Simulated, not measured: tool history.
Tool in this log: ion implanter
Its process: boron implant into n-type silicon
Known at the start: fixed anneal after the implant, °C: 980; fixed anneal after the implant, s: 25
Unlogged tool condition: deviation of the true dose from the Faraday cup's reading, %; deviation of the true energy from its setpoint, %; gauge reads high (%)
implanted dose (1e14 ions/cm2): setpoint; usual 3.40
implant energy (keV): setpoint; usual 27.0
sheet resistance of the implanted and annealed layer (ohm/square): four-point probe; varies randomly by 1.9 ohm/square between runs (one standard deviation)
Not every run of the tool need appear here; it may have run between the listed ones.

run,hour,implanted dose (1e14 ions/cm2),implant energy (keV),wafers since the last listed run,hours since the last dose calibration,hours since the extraction supply was calibrated,hours since the gauge calibration,"read-back reference wafer on the same gauge, sheet resistance",sheet resistance of the implanted and annealed layer (ohm/square)
1,0.0,2.97,27.0,0,2204.5,3578.0,20.3,337.63,367.46
2,12.1,2.97,27.0,214,2216.6,3590.1,32.4,338.12,369.96
3,28.5,2.97,27.0,290,2233.0,3606.5,48.8,337.95,367.61
4,45.1,3.40,27.0,294,2249.6,3623.1,65.4,337.75,335.50
5,63.9,3.40,27.0,333,2268.4,3641.9,84.2,337.75,335.36
6,97.4,3.40,27.0,593,2301.9,3675.4,117.7,338.03,332.16
7,114.1,3.40,27.0,295,2318.6,3692.1,134.4,337.70,332.81
8,135.0,4.19,21.5,370,2339.5,3713.0,155.3,338.07,289.65
9,167.1,4.19,21.5,568,2371.6,3745.1,187.4,338.20,286.90
10,194.9,3.40,27.0,492,2399.4,3772.9,215.2,338.25,332.68
11,218.3,3.40,27.0,414,2422.8,3796.3,238.6,337.78,334.52
12,247.2,2.73,33.5,512,2451.7,3825.2,267.5,337.99,385.97
13,282.6,3.40,27.0,627,2487.1,3860.6,302.9,338.12,331.95
14,309.4,2.51,30.5,474,2513.9,3887.4,329.7,338.01,410.22
# hour 320.5: extraction supply calibrated
# hour 339.5: Faraday cup replaced and dose calibrated
15,340.0,3.40,27.0,258,0.5,19.5,360.3,337.99,335.70

Run 16 comes next. What will it give?
# hour 363.8: gauge calibrated
16,371.0,3.40,27.0,549,31.5,50.5,7.2,?,?

Run 16 came out at read-back reference wafer on the same gauge, sheet resistance 338.11, sheet resistance of the implanted and annealed layer (ohm/square) 335.72.
Minus the tool's unlogged condition, the same run would have read sheet resistance of the implanted and annealed layer (ohm/square) 335.72.

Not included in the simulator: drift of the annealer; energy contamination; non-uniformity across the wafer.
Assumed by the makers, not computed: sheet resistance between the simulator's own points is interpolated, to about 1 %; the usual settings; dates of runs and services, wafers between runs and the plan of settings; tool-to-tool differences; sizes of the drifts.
